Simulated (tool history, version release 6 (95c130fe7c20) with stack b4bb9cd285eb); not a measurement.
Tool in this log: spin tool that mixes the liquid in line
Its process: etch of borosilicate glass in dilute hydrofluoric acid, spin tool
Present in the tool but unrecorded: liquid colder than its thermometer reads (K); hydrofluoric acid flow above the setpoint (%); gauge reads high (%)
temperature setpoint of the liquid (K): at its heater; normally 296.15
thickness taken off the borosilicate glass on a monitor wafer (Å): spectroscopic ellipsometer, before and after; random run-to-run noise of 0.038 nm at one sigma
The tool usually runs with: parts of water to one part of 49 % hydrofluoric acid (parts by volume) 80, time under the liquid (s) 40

run	hour	temperature setpoint of the liquid (K)	parts of water to one part of 49 % hydrofluoric acid (parts by volume)	time under the liquid (s)	wafers since the last listed run	hours since the thermometer was replaced	hours since the hydrofluoric acid flow meter was replaced	hours since the gauge calibration	read-back film thickness of the borosilicate glass reference wafer, read on the same gauge (nm)	thickness taken off the borosilicate glass on a monitor wafer (Å)
1	0	300.15	80	40	0	99.6	171.1	152.5	149.98	122
2	36.2	300.15	80	40	354	135.8	207.3	188.7	150.02	122.7
3	144.1	296.15	80	40	1057	243.7	315.2	296.6	150	104.5
4	210	296.15	80	40	645	309.6	381.1	362.5	150.02	105.2
5	305.4	296.15	80	40	934	405	476.5	457.9	149.99	105.4
# hour 323.6: hydrofluoric acid flow meter replaced
6	404.6	296.15	80	40	962	504.2	81	557.1	149.99	102.2
7	456.4	296.15	80	40	507	556	132.8	608.9	149.98	102.3
8	699.2	296.15	80	40	2379	798.8	375.6	851.7	150.03	103
9	778.8	296.15	80	40	779	878.4	455.2	931.3	150.03	103.9
# hour 809.8: hydrofluoric acid flow meter replaced
10	842.3	296.15	80	40	612	941.9	32.5	994.8	150.03	100.2
11	944	296.15	80	40	996	1043.6	134.2	1096.5	150	101
12	986.7	296.15	80	40	418	1086.3	176.9	1139.2	149.99	101.1
13	1025.7	296.15	80	40	382	1125.3	215.9	1178.2	149.97	101.7
14	1089.4	296.15	80	40	624	1189	279.6	1241.9	149.98	100.9
15	1138.9	296.15	80	40	485	1238.5	329.1	1291.4	150	102.3
16	1191.8	301.15	60	60	518	1291.4	382	1344.3	149.96	256.6
17	1232.9	299.65	80	60	402	1332.5	423.1	1385.4	149.99	177.6
18	1329.6	297.65	70	40	947	1429.2	519.8	1482.1	150.02	126.4
19	1374.1	296.15	80	40	436	1473.7	564.3	1526.6	149.98	103.5
# hour 1379.9: gauge calibrated
# hour 1403.8: hydrofluoric acid flow meter replaced
20	1420.2	296.15	80	40	441	1519.8	16.4	40.3	149.99	99.1
# hour 1423.9: thermometer replaced
21	1509.3	296.15	80	40	863	85.4	105.5	129.4	150.01	102.6
22	1580.2	300.65	95	65	694	156.3	176.4	200.3	150.02	165.4
23	1672.6	296.15	80	20	905	248.7	268.8	292.7	149.96	52.1
24	1907.2	291.65	55	40	2298	483.3	503.4	527.3	150	129.1
# hour 1989.2: hydrofluoric acid flow meter replaced
25	2000.3	299.15	115	60	902	576.4	11.1	620.4	150	113.5
26	2042.8	293.15	80	55	416	618.9	53.6	662.9	150.01	122.1
27	2131.7	296.15	80	40	871	707.8	142.5	751.8	150.04	101.9
28	2186	296.15	55	20	532	762.1	196.8	806.1	149.99	76.3
29	2250.5	296.15	80	40	632	826.6	261.3	870.6	150.02	102.7
30	2306	300.15	100	25	543	882.1	316.8	926.1	150.02	58.9
31	2383.4	298.15	80	40	758	959.5	394.2	1003.5	149.97	111.2
32	2486.5	292.65	80	15	1010	1062.6	497.3	1106.6	150.03	33.3
33	2583.9	296.15	80	40	954	1160	594.7	1204	149.97	104.3

Consider 3 possible next runs. They are alternatives, not a sequence: every one starts from the tool as it was left by run 33. What does each give?
A	2584.3	296.15	80	40	3	1160.4	595.1	1204.4	?	?
B	2584.3	296.15	65	40	3	1160.4	595.1	1204.4	?	?
C	2584.3	293.65	95	50	3	1160.4	595.1	1204.4	?	?

run	read-back film thickness of the borosilicate glass reference wafer, read on the same gauge (nm)	thickness taken off the borosilicate glass on a monitor wafer (Å)
A	150.04	104.1
B	150.04	130.4
C	150.04	97.2
The same runs, with their run-to-run variation unchanged, on a tool lacking any hidden condition would have given:
run	thickness taken off the borosilicate glass on a monitor wafer (Å)
A	102
B	127.9
C	95.2

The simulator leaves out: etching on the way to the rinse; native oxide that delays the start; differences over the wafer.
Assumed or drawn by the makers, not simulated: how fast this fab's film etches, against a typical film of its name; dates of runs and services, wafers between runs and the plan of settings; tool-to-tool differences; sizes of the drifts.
